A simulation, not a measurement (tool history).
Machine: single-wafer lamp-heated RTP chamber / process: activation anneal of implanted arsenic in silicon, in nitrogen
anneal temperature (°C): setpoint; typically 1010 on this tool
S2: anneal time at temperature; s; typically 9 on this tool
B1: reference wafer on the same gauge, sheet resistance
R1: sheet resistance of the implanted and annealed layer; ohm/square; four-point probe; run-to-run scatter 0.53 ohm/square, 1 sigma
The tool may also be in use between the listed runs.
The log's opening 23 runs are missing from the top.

Run 24, day 72.758: usual settings; B1 379.09. Result: R1 349.57 ohm/square.
Run 25, day 77.138: usual settings but S2 11 s; B1 378.79. Result: R1 346.73 ohm/square.
Run 26, day 79.633: usual settings; B1 378.95. Result: R1 347.81 ohm/square.
At day 80.45: reflector plate cleaned.
Run 27, day 81.792: usual settings; B1 378.91. Result: R1 348.17 ohm/square.
At day 82.9: pyrometer window cleaned and pyrometer calibrated.
Run 28, day 87.754: usual settings but anneal temperature (°C) 986; B1 379.03. Result: R1 353.64 ohm/square.
Run 29, day 89.421: usual settings but anneal temperature (°C) 985, S2 7 s; B1 378.92. Result: R1 355.02 ohm/square.
Run 30, day 91.171: usual settings but anneal temperature (°C) 1027, S2 5 s; B1 379.07. Result: R1 350.42 ohm/square.
Run 31, day 93.292: usual settings but anneal temperature (°C) 992, S2 4 s; B1 378.81. Result: R1 357.43 ohm/square.
Run 32, day 96.842: usual settings but anneal temperature (°C) 996, S2 14 s; B1 379.11. Result: R1 347.2 ohm/square.
Run 33, day 100.15: usual settings but S2 12 s; B1 379.04. Result: R1 345.86 ohm/square.
Run 34, day 103.725: usual settings but anneal temperature (°C) 997, S2 13 s; B1 379.02. Result: R1 348.22 ohm/square.
At day 105.583: pyrometer window cleaned and pyrometer calibrated.
At day 107.108: reflector plate cleaned.
Run 35, day 107.129: usual settings but anneal temperature (°C) 1031, S2 11 s; B1 378.99. Result: R1 344 ohm/square.
Run 36, day 109.842: usual settings but anneal temperature (°C) 998, S2 5 s; B1 378.98. Result: R1 355.98 ohm/square.

Consider 4 possible next runs. They are alternatives, not a sequence: every one starts from the tool as it was left by run 36. What does each give?
Run A, day 109.858: usual settings but S2 7 s; B1 ?. Result: R1 ?.
Run B, day 109.858: usual settings but anneal temperature (°C) 1040, S2 11 s; B1 ?. Result: R1 ?.
Run C, day 109.858: usual settings but anneal temperature (°C) 1033, S2 6 s; B1 ?. Result: R1 ?.
Run D, day 109.858: usual settings but anneal temperature (°C) 1026, S2 12 s; B1 ?. Result: R1 ?.

run      B1      R1
  A  378.79  351.03
  B  378.79  340.54
  C  378.79  347.98
  D  378.79  343.16
Had the tool no hidden state, the same runs would have come out as:
run      R1
  A   351.7
  B  341.53
  C  348.69
  D  344.08

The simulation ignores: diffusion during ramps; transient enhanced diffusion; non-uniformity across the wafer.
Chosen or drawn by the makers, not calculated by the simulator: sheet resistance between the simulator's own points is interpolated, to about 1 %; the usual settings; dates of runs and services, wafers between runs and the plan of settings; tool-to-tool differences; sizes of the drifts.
